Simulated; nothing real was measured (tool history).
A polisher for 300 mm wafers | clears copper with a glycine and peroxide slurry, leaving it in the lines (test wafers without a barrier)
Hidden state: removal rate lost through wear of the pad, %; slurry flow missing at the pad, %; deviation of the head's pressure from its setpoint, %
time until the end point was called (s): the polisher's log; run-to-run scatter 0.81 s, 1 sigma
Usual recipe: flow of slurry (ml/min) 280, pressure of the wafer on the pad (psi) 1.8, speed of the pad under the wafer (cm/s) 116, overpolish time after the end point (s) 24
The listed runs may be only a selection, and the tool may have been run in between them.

run,day,flow of slurry (ml/min),pressure of the wafer on the pad (psi),speed of the pad under the wafer (cm/s),overpolish time after the end point (s),wafers since the last listed run,wafers polished on this pad,hours since the slurry nozzle was cleaned,hours since the head pressure was calibrated,"incoming thickness of the incoming film, nm",time until the end point was called (s)
1,0,280,1.8,116,24,0,1085,160.1,478.5,491,95
2,1.571,280,1.8,116,19,215,1300,197.8,516.2,497.3,95.9
# day 3.717: worn pad replaced by a new one
3,4.483,280,1.8,116,19,377,105,267.7,586.1,499.9,97.3
4,6.779,280,1.8,116,19,315,420,322.8,641.2,502.4,97
5,9.5,205,1.8,106,24,373,794,388.1,706.5,508.1,109.2
6,12.321,205,1.8,106,24,387,1182,455.8,774.2,496.9,108.2
7,13.879,280,1.8,142,15,214,1396,493.2,811.6,500.5,84
# day 14.829: worn pad replaced by a new one
8,17.408,280,1.8,142,15,461,354,577.9,896.3,499.2,83.5
# day 17.917: slurry nozzle cleaned
9,21,280,1.8,134,24,487,842,74,982.5,500.7,88.7
10,23.004,280,1.8,116,24,275,1117,122.1,1030.6,506.3,101.6
# day 23.296: head pressure recalibrated
# day 24.608: worn pad replaced by a new one
11,27.433,280,1.6,116,17,574,388,228.4,99.3,502.6,100.9
12,31.025,280,1.8,150,24,493,881,314.6,185.5,506.7,76.8
13,34.958,280,2.3,90,24,540,1421,409,279.9,500.5,99.7
# day 36.242: worn pad replaced by a new one
14,37.108,280,1.8,116,15,272,119,460.6,331.5,499.5,94.4
15,38.971,280,1.8,152,38,255,375,505.3,376.2,506,76.8
16,41.888,280,1.8,116,24,400,775,575.3,446.2,499.1,96
# day 42.567: slurry nozzle cleaned
17,45.033,335,1.8,94,24,426,1202,59.2,521.7,495.6,111.1
# day 47.421: worn pad replaced by a new one
18,48.058,335,1.8,94,24,392,87,131.8,594.3,499.7,110.6
19,51.554,190,1.8,116,24,480,568,215.7,678.2,502.6,102.1

Each row is a separate what-if for the run after 19, all from the same tool condition, not one after another. Results?
A,51.575,280,1.8,116,24,2,570,216.2,678.7,491.1,?
B,51.575,250,1.4,154,15,2,570,216.2,678.7,491.1,?
C,51.575,280,1.6,104,24,2,570,216.2,678.7,491.1,?

run,time until the end point was called (s)
A,95.2
B,89.7
C,110.6
Stripped of hidden state, with their random variation kept, the same runs would have yielded:
run,time until the end point was called (s)
A,91.6
B,86.2
C,106.6
